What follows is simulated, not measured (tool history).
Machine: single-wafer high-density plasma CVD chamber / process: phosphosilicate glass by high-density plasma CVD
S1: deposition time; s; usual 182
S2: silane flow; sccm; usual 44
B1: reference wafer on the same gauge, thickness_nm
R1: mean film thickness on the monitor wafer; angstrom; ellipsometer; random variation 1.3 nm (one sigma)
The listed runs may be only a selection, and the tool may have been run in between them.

run 1 hour=0.0 | S1=182 S2=44 | B1=783.799 | R1=6969.97
run 2 hour=21.4 | S1=182 S2=44 | B1=783.942 | R1=6983.17
run 3 hour=40.5 | S1=182 S2=44 | B1=783.879 | R1=6954.57
run 4 hour=80.9 | S1=204 S2=48 | B1=783.770 | R1=8513.21
run 5 hour=99.9 | S1=204 S2=48 | B1=783.827 | R1=8518.61
run 6 hour=112.4 | S1=204 S2=48 | B1=784.395 | R1=8493.76
run 7 hour=139.4 | S1=182 S2=44 | B1=783.772 | R1=6963.87
run 8 hour=166.2 | S1=208 S2=38 | B1=783.559 | R1=6850.63
run 9 hour=185.7 | S1=215 S2=42 | B1=783.839 | R1=7828.27
run 10 hour=207.2 | S1=158 S2=48 | B1=783.783 | R1=6572.00
run 11 hour=289.6 | S1=210 S2=38 | B1=784.436 | R1=6904.18
run 12 hour=320.5 | S1=161 S2=41 | B1=783.948 | R1=6004.97
run 13 hour=352.1 | S1=200 S2=42 | B1=783.709 | R1=7648.57
run 14 hour=371.8 | S1=182 S2=44 | B1=783.594 | R1=7256.01
run 15 hour=397.0 | S1=182 S2=44 | B1=784.121 | R1=7279.52

Removed from this log: 2 entries logged between the listed runs. Between which two listed runs does each belong, and how does the tool's hidden state at the listed run before it compare with that at the listed run after it?
After run 10, before run 11: gauge calibrated (hour 282.9)
  delivered silane flow above the setpoint (%): -5.96 -> -6.13
  measured result minus the result with no hidden state, R1: -416.21 -> -450.65 angstrom
After run 11, before run 12: silane flow controller replaced (hour 298.1)
  delivered silane flow above the setpoint (%): -6.13 -> -1.19
  measured result minus the result with no hidden state, R1: -450.65 -> -72.11 angstrom
